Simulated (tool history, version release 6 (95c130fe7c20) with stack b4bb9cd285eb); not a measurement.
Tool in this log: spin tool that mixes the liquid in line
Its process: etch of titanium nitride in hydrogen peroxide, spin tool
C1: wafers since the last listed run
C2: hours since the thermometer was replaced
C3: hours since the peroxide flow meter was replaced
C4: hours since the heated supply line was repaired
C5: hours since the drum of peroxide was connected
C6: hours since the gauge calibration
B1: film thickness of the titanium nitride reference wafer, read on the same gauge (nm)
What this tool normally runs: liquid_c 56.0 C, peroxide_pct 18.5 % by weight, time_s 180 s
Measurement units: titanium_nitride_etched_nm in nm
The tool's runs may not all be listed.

{"run": 1, "hour": 0.0, "liquid_c": 56.0, "peroxide_pct": 18.5, "time_s": 180, "C1": 0, "C2": 180.8, "C3": 1934.8, "C4": 3131.1, "C5": 453.7, "C6": 510.6, "B1": 111.31, "titanium_nitride_etched_nm": 6.45}
{"run": 2, "hour": 43.5, "liquid_c": 56.0, "peroxide_pct": 18.5, "time_s": 180, "C1": 324, "C2": 224.3, "C3": 1978.3, "C4": 3174.6, "C5": 497.2, "C6": 554.1, "B1": 111.43, "titanium_nitride_etched_nm": 6.56}
{"hour": 58.6, "done": "new drum of peroxide connected"}
{"hour": 109.1, "done": "heated supply line repaired"}
{"run": 3, "hour": 149.0, "liquid_c": 56.0, "peroxide_pct": 18.5, "time_s": 180, "C1": 772, "C2": 329.8, "C3": 2083.8, "C4": 39.9, "C5": 90.4, "C6": 659.6, "B1": 111.67, "titanium_nitride_etched_nm": 6.46}
{"run": 4, "hour": 280.7, "liquid_c": 56.0, "peroxide_pct": 16.5, "time_s": 180, "C1": 983, "C2": 461.5, "C3": 2215.5, "C4": 171.6, "C5": 222.1, "C6": 791.3, "B1": 111.96, "titanium_nitride_etched_nm": 6.39}
{"run": 5, "hour": 335.5, "liquid_c": 56.0, "peroxide_pct": 16.5, "time_s": 180, "C1": 409, "C2": 516.3, "C3": 2270.3, "C4": 226.4, "C5": 276.9, "C6": 846.1, "B1": 112.07, "titanium_nitride_etched_nm": 6.42}
{"run": 6, "hour": 392.0, "liquid_c": 56.0, "peroxide_pct": 16.5, "time_s": 180, "C1": 421, "C2": 572.8, "C3": 2326.8, "C4": 282.9, "C5": 333.4, "C6": 902.6, "B1": 112.22, "titanium_nitride_etched_nm": 6.46}
{"hour": 444.9, "done": "peroxide flow meter replaced"}
{"run": 7, "hour": 456.7, "liquid_c": 63.0, "peroxide_pct": 15.5, "time_s": 110, "C1": 475, "C2": 637.5, "C3": 11.8, "C4": 347.6, "C5": 398.1, "C6": 967.3, "B1": 112.36, "titanium_nitride_etched_nm": 6.14}
{"run": 8, "hour": 509.4, "liquid_c": 56.0, "peroxide_pct": 18.5, "time_s": 180, "C1": 393, "C2": 690.2, "C3": 64.5, "C4": 400.3, "C5": 450.8, "C6": 1020.0, "B1": 112.5, "titanium_nitride_etched_nm": 6.59}
{"run": 9, "hour": 607.0, "liquid_c": 56.0, "peroxide_pct": 18.5, "time_s": 180, "C1": 728, "C2": 787.8, "C3": 162.1, "C4": 497.9, "C5": 548.4, "C6": 1117.6, "B1": 112.74, "titanium_nitride_etched_nm": 6.55}
{"hour": 620.9, "done": "new drum of peroxide connected"}
{"hour": 646.1, "done": "thermometer replaced"}
{"run": 10, "hour": 672.5, "liquid_c": 56.0, "peroxide_pct": 13.5, "time_s": 210, "C1": 474, "C2": 26.4, "C3": 227.6, "C4": 563.4, "C5": 51.6, "C6": 1183.1, "B1": 112.87, "titanium_nitride_etched_nm": 7.28}
{"run": 11, "hour": 735.0, "liquid_c": 48.0, "peroxide_pct": 18.5, "time_s": 215, "C1": 466, "C2": 88.9, "C3": 290.1, "C4": 625.9, "C5": 114.1, "C6": 1245.6, "B1": 113.04, "titanium_nitride_etched_nm": 4.46}
{"run": 12, "hour": 811.6, "liquid_c": 46.5, "peroxide_pct": 20.5, "time_s": 180, "C1": 572, "C2": 165.5, "C3": 366.7, "C4": 702.5, "C5": 190.7, "C6": 1322.2, "B1": 113.22, "titanium_nitride_etched_nm": 3.44}
{"run": 13, "hour": 888.7, "liquid_c": 62.5, "peroxide_pct": 13.5, "time_s": 280, "C1": 575, "C2": 242.6, "C3": 443.8, "C4": 779.6, "C5": 267.8, "C6": 1399.3, "B1": 113.4, "titanium_nitride_etched_nm": 15.03}

Run 14, settings as shown, results not yet in. Your forecast:
{"hour": 969.3, "done": "gauge calibrated"}
{"run": 14, "hour": 991.4, "liquid_c": 52.0, "peroxide_pct": 13.0, "time_s": 265, "C1": 766, "C2": 345.3, "C3": 546.5, "C4": 882.3, "C5": 370.5, "C6": 22.1, "B1": "?", "titanium_nitride_etched_nm": "?"}

B1: 110.70
titanium_nitride_etched_nm: 6.64 nm
With no hidden state in the tool, this same run would have given titanium_nitride_etched_nm 6.60 nm.

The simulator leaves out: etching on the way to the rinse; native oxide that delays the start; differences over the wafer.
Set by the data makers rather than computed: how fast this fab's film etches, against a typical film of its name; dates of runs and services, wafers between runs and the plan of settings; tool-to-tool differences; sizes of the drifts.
